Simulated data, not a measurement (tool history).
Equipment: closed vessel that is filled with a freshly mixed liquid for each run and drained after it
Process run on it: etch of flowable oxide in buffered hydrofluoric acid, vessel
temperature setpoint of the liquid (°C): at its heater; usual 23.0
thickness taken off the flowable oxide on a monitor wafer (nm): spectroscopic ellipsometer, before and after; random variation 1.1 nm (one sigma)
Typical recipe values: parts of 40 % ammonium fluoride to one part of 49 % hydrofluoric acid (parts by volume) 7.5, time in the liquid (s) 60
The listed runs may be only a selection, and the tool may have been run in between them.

run	hour	temperature setpoint of the liquid (°C)	parts of 40 % ammonium fluoride to one part of 49 % hydrofluoric acid (parts by volume)	time in the liquid (s)	wafers since the last listed run	hours since the thermometer was replaced	hours since the hydrofluoric acid flow meter was replaced	hours since the gauge calibration	read-back film thickness of the flowable oxide reference wafer, read on the same gauge (nm)	thickness taken off the flowable oxide on a monitor wafer (nm)
1	0.0	20.0	7.5	60	0	1187.6	1606.5	36.3	70.00	106.00
2	18.2	23.0	7.5	80	2190	1205.8	1624.7	54.5	70.01	165.55
3	71.9	23.0	7.5	60	6464	1259.5	1678.4	108.2	70.02	126.08
4	90.0	23.0	7.5	60	2178	1277.6	1696.5	126.3	69.99	124.02
5	132.6	23.0	7.5	60	5128	1320.2	1739.1	168.9	69.97	122.56
6	160.9	23.0	7.5	60	3406	1348.5	1767.4	197.2	69.98	121.54
# hour 191.3: gauge calibrated
7	193.4	23.0	7.5	60	3912	1381.0	1799.9	2.1	70.03	124.12
8	223.3	23.0	7.5	60	3599	1410.9	1829.8	32.0	70.01	123.99
9	242.4	23.0	7.5	60	2299	1430.0	1848.9	51.1	70.00	123.45
10	261.2	23.0	7.5	60	2263	1448.8	1867.7	69.9	69.98	124.48
# hour 278.2: thermometer replaced
11	278.7	23.0	8.0	60	1986	0.5	1885.2	87.4	70.00	115.73
# hour 290.6: hydrofluoric acid flow meter replaced
12	293.6	23.0	7.5	60	1673	15.4	3.0	102.3	69.98	123.92
13	316.0	25.0	7.5	50	2696	37.8	25.4	124.7	70.00	117.07
14	328.6	20.5	9.5	90	1516	50.4	38.0	137.3	69.99	127.41
15	341.5	23.0	5.0	60	1552	63.3	50.9	150.2	69.96	177.18

What will run 16 give?
16	372.5	23.0	7.5	40	3731	94.3	81.9	181.2	?	?

{"run 16": {"read-back film thickness of the flowable oxide reference wafer, read on the same gauge (nm)": 70.02, "thickness taken off the flowable oxide on a monitor wafer (nm)": 82.32}}
On a tool with no hidden condition, and with the same random variation, this run would have come out at thickness taken off the flowable oxide on a monitor wafer (nm) 82.32.
